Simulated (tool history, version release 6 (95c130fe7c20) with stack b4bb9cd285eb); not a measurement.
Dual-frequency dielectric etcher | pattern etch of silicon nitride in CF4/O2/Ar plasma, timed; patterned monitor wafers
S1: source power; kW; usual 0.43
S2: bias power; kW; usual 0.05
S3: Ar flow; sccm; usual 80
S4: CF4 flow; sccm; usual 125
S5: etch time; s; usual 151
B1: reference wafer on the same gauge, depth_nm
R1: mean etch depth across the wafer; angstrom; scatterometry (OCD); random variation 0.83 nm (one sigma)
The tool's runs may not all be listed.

run   hour    S1     S2  S3   S4     S5     B1    R1
  1      0  0.43   0.05  73  125    151    274  2412
  2   17.9  0.43   0.05  73  125    151  273.9  2382
      44.5  -- upper electrode replaced
  3   52.2  0.43   0.05  73  125    151    274  2389
  4   69.2  0.43   0.05  80  125    151  273.6  2367
  5   89.8   0.4  0.055  69  144    151  273.7  2336
  6  122.5  0.36   0.05  87  125    151  273.7  1934
     160.9  -- bias power generator calibrated
     164.8  -- CF4 flow controller replaced
  7  173.8  0.43   0.05  89  125    151  273.1  2361
  8  192.6  0.43   0.05  80  125    151  273.4  2359
  9  220.2  0.43   0.05  80  125    151  273.1  2370
 10  242.2  0.43   0.05  90  125    151  273.1  2349
 11  270.9  0.43   0.05  62  125    151  273.1  2412
     315.2  -- Ar flow controller replaced
     325.1  -- wet clean of the chamber
 12  325.6  0.38  0.057  80  125    151  272.8  2178
 13  331.2  0.43   0.04  80  125    151  272.9  2172
 14  365.4  0.43   0.05  67  125    151  272.9  2384
 15  384.5  0.43   0.05  80  125    151  272.8  2358
     399.5  -- gauge calibrated
 16  403.4  0.43   0.05  80  125    151  278.7  2416
 17  416.8  0.52   0.05  94  144    130  278.4  2531
     463.9  -- source power generator calibrated
 18  478.2  0.43   0.05  80  125    151  277.1  2409
 19  549.6  0.51   0.05  66  136    151  275.8  2923
 20  580.2  0.43  0.043  96  125    151  275.4  2215
 21  664.9  0.43   0.05  80  125  169.5  274.4  2678
 22  680.3  0.43  0.042  80  140    151  274.3  2250

3 ways to go on from here, each from the tool as it stands after run 22. What would each give?
  A  680.8  0.43   0.05  80  111    151   ?   ?
  B  680.8  0.49  0.054  80  151  181.5   ?   ?
  C  680.8  0.43   0.05  95  125    151   ?   ?

run     B1    R1
  A  274.1  2357
  B  274.1  3446
  C  274.1  2349
Without the tool's hidden state the same runs would have given:
run    R1
  A  2399
  B  3507
  C  2390
